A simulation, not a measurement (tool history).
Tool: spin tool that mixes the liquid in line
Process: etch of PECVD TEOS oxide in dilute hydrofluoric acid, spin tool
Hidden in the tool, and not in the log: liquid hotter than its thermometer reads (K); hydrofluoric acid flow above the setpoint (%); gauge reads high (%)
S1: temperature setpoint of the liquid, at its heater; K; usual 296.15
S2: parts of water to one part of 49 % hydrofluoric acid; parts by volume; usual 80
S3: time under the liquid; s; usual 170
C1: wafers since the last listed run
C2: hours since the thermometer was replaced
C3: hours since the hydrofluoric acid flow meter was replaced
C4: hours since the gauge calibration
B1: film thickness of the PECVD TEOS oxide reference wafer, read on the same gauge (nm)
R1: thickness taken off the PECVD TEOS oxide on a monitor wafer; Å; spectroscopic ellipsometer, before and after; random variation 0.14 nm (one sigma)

| run | hour | S1 | S2 | S3 | C1 | C2 | C3 | C4 | B1 | R1 |
|---|---|---|---|---|---|---|---|---|---|---|
| 1 | 0 | 296.15 | 80 | 170 | 0 | 849.7 | 12.9 | 416.3 | 90 | 263.1 |
| 2 | 28.6 | 296.15 | 80 | 170 | 236 | 878.3 | 41.5 | 444.9 | 90.02 | 263.3 |
| 3 | 51.7 | 296.15 | 80 | 170 | 191 | 901.4 | 64.6 | 468 | 89.99 | 265.4 |
| 4 | 75 | 296.15 | 80 | 170 | 193 | 924.7 | 87.9 | 491.3 | 89.98 | 269.2 |
| 5 | 94.4 | 296.15 | 80 | 170 | 160 | 944.1 | 107.3 | 510.7 | 90.01 | 266.9 |
| 6 | 116.6 | 298.15 | 80 | 170 | 183 | 966.3 | 129.5 | 532.9 | 89.98 | 290.4 |
| 7 | 138.8 | 296.15 | 80 | 220 | 183 | 988.5 | 151.7 | 555.1 | 89.99 | 347.7 |
| 8 | 164.1 | 296.15 | 80 | 170 | 209 | 1013.8 | 177 | 580.4 | 90.03 | 270.9 |
| 9 | 185.8 | 296.15 | 80 | 170 | 179 | 1035.5 | 198.7 | 602.1 | 90 | 275.1 |
| 10 | 217.4 | 296.15 | 80 | 170 | 261 | 1067.1 | 230.3 | 633.7 | 90.01 | 273.8 |
| 11 | 238.1 | 296.15 | 80 | 170 | 171 | 1087.8 | 251 | 654.4 | 89.99 | 273.9 |
| 12 | 264.8 | 296.15 | 80 | 170 | 221 | 1114.5 | 277.7 | 681.1 | 90 | 277.3 |
| 13 | 299.6 | 301.15 | 115 | 265 | 288 | 1149.3 | 312.5 | 715.9 | 90.01 | 349.8 |
| 14 | 318.3 | 296.15 | 45 | 170 | 154 | 1168 | 331.2 | 734.6 | 89.98 | 518.2 |

Run 15 comes next. What will it give?
| 15 | 346.2 | 296.15 | 80 | 170 | 231 | 1195.9 | 359.1 | 762.5 | ? | ? |

Run 15 gave B1 89.99, R1 279.2 Å.
Without the tool's hidden state the same run would have given R1 262.7 Å.
